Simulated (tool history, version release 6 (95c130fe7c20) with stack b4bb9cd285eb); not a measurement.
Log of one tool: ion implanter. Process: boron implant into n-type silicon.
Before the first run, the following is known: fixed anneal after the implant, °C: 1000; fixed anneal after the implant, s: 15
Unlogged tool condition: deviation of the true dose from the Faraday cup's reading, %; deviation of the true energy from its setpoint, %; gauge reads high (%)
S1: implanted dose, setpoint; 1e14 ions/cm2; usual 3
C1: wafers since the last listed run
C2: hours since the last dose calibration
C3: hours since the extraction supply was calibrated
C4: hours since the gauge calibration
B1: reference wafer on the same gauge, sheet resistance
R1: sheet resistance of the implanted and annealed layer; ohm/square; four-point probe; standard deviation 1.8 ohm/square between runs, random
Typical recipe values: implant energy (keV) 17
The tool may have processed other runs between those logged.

Run 1, day 0: usual settings but S1 2.72 1e14 ions/cm2; C1 0; C2 861.9; C3 3780.5; C4 556.5; B1 402.08. Result: R1 379.32 ohm/square.
Run 2, day 3.467: usual settings but S1 2.72 1e14 ions/cm2; C1 1070; C2 945.1; C3 3863.7; C4 639.7; B1 403.08. Result: R1 378.28 ohm/square.
Run 3, day 6.812: usual settings but S1 3.64 1e14 ions/cm2; C1 1033; C2 1025.4; C3 3944; C4 720; B1 403.37. Result: R1 300.16 ohm/square.
Run 4, day 11.05: usual settings but S1 3.64 1e14 ions/cm2; C1 1308; C2 1127.1; C3 4045.7; C4 821.7; B1 403.45. Result: R1 302.39 ohm/square.
Run 5, day 13.333: usual settings but S1 3.64 1e14 ions/cm2; C1 705; C2 1181.9; C3 4100.5; C4 876.5; B1 402.49. Result: R1 299.43 ohm/square.
Run 6, day 15.833: usual settings but S1 2.65 1e14 ions/cm2; C1 772; C2 1241.9; C3 4160.5; C4 936.5; B1 404.06. Result: R1 386.95 ohm/square.
Run 7, day 19.975: usual settings but S1 2.65 1e14 ions/cm2; C1 1279; C2 1341.3; C3 4259.9; C4 1035.9; B1 402.89. Result: R1 391.69 ohm/square.
Run 8, day 22.171: usual settings; C1 678; C2 1394; C3 4312.6; C4 1088.6; B1 402.95. Result: R1 352.35 ohm/square.
Run 9, day 24.65: usual settings; C1 765; C2 1453.5; C3 4372.1; C4 1148.1; B1 402.43. Result: R1 351.29 ohm/square.
Run 10, day 27.479: usual settings; C1 873; C2 1521.4; C3 4440; C4 1216; B1 402.93. Result: R1 348.98 ohm/square.
At day 28.029: Faraday cup replaced and dose calibrated.
Run 11, day 29.579: usual settings but S1 2.64 1e14 ions/cm2, implant energy (keV) 12.5; C1 545; C2 37.2; C3 4490.4; C4 1266.4; B1 403.23. Result: R1 393.41 ohm/square.
Run 12, day 33.096: usual settings but S1 2.7 1e14 ions/cm2, implant energy (keV) 11.5; C1 1086; C2 121.6; C3 4574.8; C4 1350.8; B1 403.21. Result: R1 386.53 ohm/square.
Run 13, day 35.567: usual settings but S1 2.63 1e14 ions/cm2, implant energy (keV) 21.5; C1 763; C2 180.9; C3 4634.1; C4 1410.1; B1 403.46. Result: R1 371.27 ohm/square.
At day 37.612: extraction supply calibrated.
Run 14, day 39.042: usual settings but S1 2.18 1e14 ions/cm2, implant energy (keV) 21; C1 970; C2 264.3; C3 34.3; C4 1493.5; B1 403.51. Result: R1 431.71 ohm/square.
Run 15, day 41.321: usual settings; C1 703; C2 319; C3 89; C4 1548.2; B1 402.85. Result: R1 345.98 ohm/square.
At day 43.096: gauge calibrated.
Run 16, day 43.629: usual settings; C1 712; C2 374.4; C3 144.4; C4 12.8; B1 402.94. Result: R1 345.07 ohm/square.
Run 17, day 53.867: usual settings but S1 3.27 1e14 ions/cm2, implant energy (keV) 13; C1 3161; C2 620.1; C3 390.1; C4 258.5; B1 402.29. Result: R1 335.39 ohm/square.
Run 18, day 55.9: usual settings; C1 628; C2 668.9; C3 438.9; C4 307.3; B1 402.87. Result: R1 348.16 ohm/square.
Run 19, day 59.612: usual settings but S1 2.65 1e14 ions/cm2, implant energy (keV) 21.5; C1 1146; C2 758; C3 528; C4 396.4; B1 403.08. Result: R1 375.04 ohm/square.
Run 20, day 63.021: usual settings; C1 1052; C2 839.8; C3 609.8; C4 478.2; B1 402.41. Result: R1 346.72 ohm/square.

4 options for the next run, each taken on its own from the tool as it stands now. Forecast them:
Run A, day 63.038: usual settings; C1 5; C2 840.2; C3 610.2; C4 478.6; B1 ?. Result: R1 ?.
Run B, day 63.038: usual settings but S1 3.58 1e14 ions/cm2, implant energy (keV) 12; C1 5; C2 840.2; C3 610.2; C4 478.6; B1 ?. Result: R1 ?.
Run C, day 63.038: usual settings but S1 2.38 1e14 ions/cm2, implant energy (keV) 13.5; C1 5; C2 840.2; C3 610.2; C4 478.6; B1 ?. Result: R1 ?.
Run D, day 63.038: usual settings but implant energy (keV) 13; C1 5; C2 840.2; C3 610.2; C4 478.6; B1 ?. Result: R1 ?.

run      B1      R1
  A  402.13  348.05
  B  402.13  312.77
  C  402.13  431.43
  D  402.13  358.66
What these runs would have given with no unlogged condition in the tool:
run      R1
  A  339.36
  B  304.69
  C  420.48
  D   349.5
